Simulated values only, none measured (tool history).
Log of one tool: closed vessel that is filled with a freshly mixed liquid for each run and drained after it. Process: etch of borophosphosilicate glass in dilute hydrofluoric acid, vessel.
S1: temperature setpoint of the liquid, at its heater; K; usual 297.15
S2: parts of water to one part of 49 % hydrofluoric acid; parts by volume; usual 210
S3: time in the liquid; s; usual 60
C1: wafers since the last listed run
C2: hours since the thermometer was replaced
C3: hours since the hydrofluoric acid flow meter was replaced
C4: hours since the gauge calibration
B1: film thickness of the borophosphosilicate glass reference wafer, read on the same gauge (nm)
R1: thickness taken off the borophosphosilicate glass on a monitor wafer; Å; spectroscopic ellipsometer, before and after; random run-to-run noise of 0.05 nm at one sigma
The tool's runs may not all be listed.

| run | hour | S1 | S2 | S3 | C1 | C2 | C3 | C4 | B1 | R1 |
|---|---|---|---|---|---|---|---|---|---|---|
| 1 | 0 | 297.15 | 150 | 60 | 0 | 1281.7 | 1443.5 | 18.6 | 130 | 116.9 |
| 2 | 21.5 | 297.15 | 150 | 60 | 2507 | 1303.2 | 1465 | 40.1 | 130.01 | 115.4 |
| 3 | 48.2 | 297.15 | 210 | 60 | 3114 | 1329.9 | 1491.7 | 66.8 | 129.98 | 77.3 |
| 4 | 69.5 | 297.15 | 210 | 60 | 2484 | 1351.2 | 1513 | 88.1 | 129.99 | 77.1 |
| 5 | 104.8 | 297.15 | 150 | 40 | 4117 | 1386.5 | 1548.3 | 123.4 | 130.01 | 76.8 |
| 6 | 116.8 | 297.15 | 210 | 60 | 1399 | 1398.5 | 1560.3 | 135.4 | 130.03 | 77 |
|  | 125.5 | thermometer replaced |
| 7 | 150.3 | 297.15 | 210 | 60 | 3791 | 24.8 | 1593.8 | 168.9 | 129.99 | 75.9 |
|  | 171.2 | gauge calibrated |
| 8 | 179.5 | 297.15 | 210 | 60 | 3406 | 54 | 1623 | 8.3 | 130.01 | 75.5 |
|  | 205.1 | hydrofluoric acid flow meter replaced |
| 9 | 208.3 | 297.15 | 210 | 60 | 3242 | 82.8 | 3.2 | 37.1 | 130.02 | 87.6 |
| 10 | 235.4 | 297.15 | 210 | 60 | 3161 | 109.9 | 30.3 | 64.2 | 129.98 | 88.2 |
| 11 | 264.6 | 299.15 | 265 | 60 | 3406 | 139.1 | 59.5 | 93.4 | 129.97 | 69.7 |
| 12 | 276.8 | 301.65 | 290 | 70 | 1423 | 151.3 | 71.7 | 105.6 | 130 | 79.6 |
| 13 | 295.8 | 300.65 | 210 | 60 | 2216 | 170.3 | 90.7 | 124.6 | 130 | 99.1 |
| 14 | 309.2 | 297.15 | 210 | 60 | 1563 | 183.7 | 104.1 | 138 | 129.99 | 87.7 |
| 15 | 337.4 | 300.65 | 270 | 60 | 3289 | 211.9 | 132.3 | 166.2 | 130 | 72.4 |
|  | 358.3 | gauge calibrated |
| 16 | 362.5 | 295.65 | 210 | 80 | 2927 | 237 | 157.4 | 4.2 | 129.97 | 110.9 |

What if the next run were any one of these 3? Each begins from the tool's condition after run 16:
| A | 363.2 | 301.65 | 210 | 60 | 81 | 237.7 | 158.1 | 4.9 | ? | ? |
| B | 363.2 | 293.15 | 245 | 60 | 81 | 237.7 | 158.1 | 4.9 | ? | ? |
| C | 363.2 | 299.65 | 185 | 95 | 81 | 237.7 | 158.1 | 4.9 | ? | ? |

| run | B1 | R1 |
|---|---|---|
| A | 130.02 | 102.8 |
| B | 130.02 | 62.5 |
| C | 130.02 | 177.4 |
With no hidden state in the tool, these same runs would have given:
| run | R1 |
|---|---|
| A | 107 |
| B | 65 |
| C | 184.4 |

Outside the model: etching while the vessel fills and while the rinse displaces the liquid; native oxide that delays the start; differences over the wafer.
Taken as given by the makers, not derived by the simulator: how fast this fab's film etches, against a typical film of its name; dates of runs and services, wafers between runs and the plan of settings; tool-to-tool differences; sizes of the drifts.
